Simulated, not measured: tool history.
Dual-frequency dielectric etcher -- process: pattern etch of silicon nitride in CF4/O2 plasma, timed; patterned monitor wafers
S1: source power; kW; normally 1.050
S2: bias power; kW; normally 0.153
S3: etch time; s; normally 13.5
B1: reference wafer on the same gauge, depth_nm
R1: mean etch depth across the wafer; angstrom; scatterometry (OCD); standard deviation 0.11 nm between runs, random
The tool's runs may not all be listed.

run 1 hour=0.0 | S1=1.050 S2=0.153 S3=15.5 | B1=61.35 | R1=580.5
run 2 hour=30.6 | S1=1.050 S2=0.153 S3=13.5 | B1=61.44 | R1=504.2
-- hour=50.9 gauge calibrated
run 3 hour=64.2 | S1=1.050 S2=0.153 S3=13.5 | B1=61.39 | R1=504.2
run 4 hour=87.5 | S1=1.050 S2=0.153 S3=13.5 | B1=61.33 | R1=504.8
run 5 hour=119.8 | S1=0.860 S2=0.153 S3=13.5 | B1=61.40 | R1=405.0
-- hour=148.2 upper electrode replaced
run 6 hour=153.1 | S1=0.860 S2=0.153 S3=13.5 | B1=61.44 | R1=404.2
-- hour=179.8 bias power generator calibrated
run 7 hour=180.3 | S1=0.860 S2=0.153 S3=13.5 | B1=61.37 | R1=403.9
run 8 hour=201.7 | S1=0.900 S2=0.153 S3=15.5 | B1=61.36 | R1=486.6
-- hour=215.6 source power generator calibrated
-- hour=243.2 wet clean of the chamber
run 9 hour=243.7 | S1=0.860 S2=0.153 S3=13.5 | B1=61.40 | R1=414.1
run 10 hour=251.5 | S1=1.310 S2=0.130 S3=13.5 | B1=61.39 | R1=598.5
run 11 hour=266.6 | S1=0.960 S2=0.184 S3=16.0 | B1=61.42 | R1=606.0
-- hour=271.9 gauge calibrated
run 12 hour=287.8 | S1=0.930 S2=0.187 S3=11.5 | B1=61.46 | R1=422.4
run 13 hour=320.1 | S1=0.910 S2=0.153 S3=17.5 | B1=61.36 | R1=566.2
run 14 hour=344.2 | S1=1.050 S2=0.123 S3=13.5 | B1=61.44 | R1=460.8
run 15 hour=390.8 | S1=1.050 S2=0.153 S3=14.5 | B1=61.38 | R1=549.7
run 16 hour=415.9 | S1=0.790 S2=0.185 S3=11.5 | B1=61.42 | R1=348.9
run 17 hour=440.3 | S1=1.180 S2=0.122 S3=16.5 | B1=61.46 | R1=627.8

For some of the steps in R1 from one run to the next: how much would appear even if the tool had no hidden state, given the settings, what came in and random variation, and how much remains for the hidden state plus any gauge scatter that the measured result and the result without hidden state don't share?
Unlogged tool condition in this case: etch rate over this chamber's usual, %; source power that arrives over what is set, %; bias power that arrives over what is set, %; gauge reads high (%).
Run 8 -> 9: S1 0.900 -> 0.860, S3 15.5 -> 13.5, source power generator calibrated, wet clean of the chamber. R1 -72.5 angstrom: hidden state +12.8, all else -85.3.
Run 16 -> 17: S1 0.790 -> 1.180, S2 0.185 -> 0.122, S3 11.5 -> 16.5. R1 +278.9 angstrom: hidden state -3.3, all else +282.2.
